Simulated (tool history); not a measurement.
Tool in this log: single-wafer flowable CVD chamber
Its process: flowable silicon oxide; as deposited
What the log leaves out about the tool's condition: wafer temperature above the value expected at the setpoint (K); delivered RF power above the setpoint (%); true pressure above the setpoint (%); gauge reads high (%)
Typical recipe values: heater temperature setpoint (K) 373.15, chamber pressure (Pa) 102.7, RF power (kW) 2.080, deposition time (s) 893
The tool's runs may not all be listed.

| run | day | heater temperature setpoint (K) | chamber pressure (Pa) | RF power (kW) | deposition time (s) | wafers since the last listed run | hours since the last thermocouple change | hours since the last RF generator calibration | hours since the last manometer calibration | hours since the showerhead was replaced | hours since the gauge calibration | read-back reference wafer on the same gauge, thickness_nm | mean film thickness on the monitor wafer (Å) |
|---|---|---|---|---|---|---|---|---|---|---|---|---|---|
| 1 | 0.000 | 373.15 | 121.1 | 2.380 | 893 | 0 | 2288.8 | 336.0 | 1647.9 | 6479.5 | 229.9 | 461.716 | 6673.08 |
| 2 | 1.488 | 373.15 | 121.1 | 2.380 | 893 | 100 | 2324.5 | 371.7 | 1683.6 | 6515.2 | 265.6 | 461.766 | 6702.79 |
| 3 | 3.225 | 373.15 | 121.1 | 2.380 | 893 | 117 | 2366.2 | 413.4 | 1725.3 | 6556.9 | 307.3 | 461.883 | 6659.71 |
| 4 | 5.379 | 373.15 | 102.7 | 2.080 | 893 | 145 | 2417.9 | 465.1 | 1777.0 | 6608.6 | 359.0 | 461.664 | 5512.60 |
| 5 | 6.817 | 373.15 | 102.7 | 2.080 | 893 | 97 | 2452.4 | 499.6 | 1811.5 | 6643.1 | 393.5 | 461.941 | 5530.54 |
| 6 | 9.767 | 373.15 | 102.7 | 2.080 | 808 | 199 | 2523.2 | 570.4 | 1882.3 | 6713.9 | 464.3 | 461.727 | 4964.61 |
| 7 | 11.221 | 373.15 | 102.7 | 2.080 | 808 | 98 | 2558.1 | 605.3 | 1917.2 | 6748.8 | 499.2 | 461.836 | 4977.13 |
|  | 14.438 | showerhead replaced |
| 8 | 14.458 | 373.15 | 95.7 | 2.080 | 893 | 196 | 2635.8 | 683.0 | 1994.9 | 0.5 | 576.9 | 462.168 | 5086.04 |
| 9 | 16.758 | 373.15 | 95.7 | 2.080 | 893 | 155 | 2691.0 | 738.2 | 2050.1 | 55.7 | 632.1 | 461.785 | 5071.62 |
|  | 17.950 | gauge calibrated |
| 10 | 19.525 | 373.15 | 102.7 | 2.080 | 893 | 187 | 2757.4 | 804.6 | 2116.5 | 122.1 | 37.8 | 462.406 | 5432.93 |
|  | 20.558 | thermocouple changed; heater temperature recalibrated |
| 11 | 21.296 | 373.15 | 102.7 | 2.080 | 893 | 97 | 17.7 | 847.1 | 2159.0 | 164.6 | 80.3 | 462.432 | 5395.43 |
| 12 | 26.379 | 373.15 | 102.7 | 2.080 | 893 | 344 | 139.7 | 969.1 | 2281.0 | 286.6 | 202.3 | 462.120 | 5430.82 |
| 13 | 27.558 | 367.15 | 102.7 | 2.080 | 981 | 79 | 168.0 | 997.4 | 2309.3 | 314.9 | 230.6 | 462.220 | 7409.50 |
| 14 | 29.871 | 366.15 | 111.6 | 2.485 | 1031 | 156 | 223.5 | 1052.9 | 2364.8 | 370.4 | 286.1 | 462.112 | 9269.99 |
|  | 31.492 | capacitance manometer re-zeroed and calibrated |
|  | 32.025 | RF generator calibrated |
| 15 | 32.117 | 382.15 | 110.9 | 2.080 | 829 | 106 | 277.4 | 2.2 | 15.0 | 424.3 | 340.0 | 461.814 | 3919.11 |
| 16 | 33.338 | 373.15 | 124.1 | 1.755 | 893 | 82 | 306.7 | 31.5 | 44.3 | 453.6 | 369.3 | 462.488 | 6265.15 |
| 17 | 35.762 | 373.15 | 78.8 | 1.765 | 765 | 164 | 364.9 | 89.7 | 102.5 | 511.8 | 427.5 | 462.186 | 3391.19 |
| 18 | 37.538 | 373.15 | 102.7 | 2.080 | 893 | 120 | 407.5 | 132.3 | 145.1 | 554.4 | 470.1 | 461.926 | 5431.80 |
| 19 | 38.625 | 382.15 | 102.7 | 1.850 | 970 | 73 | 433.6 | 158.4 | 171.2 | 580.5 | 496.2 | 461.976 | 4032.84 |
| 20 | 40.675 | 364.15 | 91.6 | 2.390 | 763 | 138 | 482.8 | 207.6 | 220.4 | 629.7 | 545.4 | 462.036 | 6062.17 |
| 21 | 41.933 | 373.15 | 102.7 | 2.080 | 893 | 85 | 513.0 | 237.8 | 250.6 | 659.9 | 575.6 | 461.258 | 5485.29 |
| 22 | 43.438 | 382.15 | 102.7 | 1.845 | 1020 | 101 | 549.1 | 273.9 | 286.7 | 696.0 | 611.7 | 461.539 | 4245.12 |

Forecast each of these 5 alternatives for the next run:
| A | 43.462 | 373.15 | 102.7 | 1.930 | 893 | 1 | 549.7 | 274.5 | 287.3 | 696.6 | 612.3 | ? | ? |
| B | 43.462 | 381.15 | 121.3 | 2.465 | 764 | 1 | 549.7 | 274.5 | 287.3 | 696.6 | 612.3 | ? | ? |
| C | 43.462 | 359.15 | 94.4 | 2.350 | 1051 | 1 | 549.7 | 274.5 | 287.3 | 696.6 | 612.3 | ? | ? |
| D | 43.462 | 384.15 | 102.7 | 2.080 | 847 | 1 | 549.7 | 274.5 | 287.3 | 696.6 | 612.3 | ? | ? |
| E | 43.462 | 373.15 | 115.2 | 2.080 | 773 | 1 | 549.7 | 274.5 | 287.3 | 696.6 | 612.3 | ? | ? |

| run | read-back reference wafer on the same gauge, thickness_nm | mean film thickness on the monitor wafer (Å) |
|---|---|---|
| A | 461.850 | 5352.80 |
| B | 461.850 | 4252.53 |
| C | 461.850 | 10166.45 |
| D | 461.850 | 3443.81 |
| E | 461.850 | 5328.24 |
Without the tool's unlogged condition, the same runs would have read:
| run | mean film thickness on the monitor wafer (Å) |
|---|---|
| A | 5384.08 |
| B | 4264.12 |
| C | 10203.99 |
| D | 3460.27 |
| E | 5353.70 |
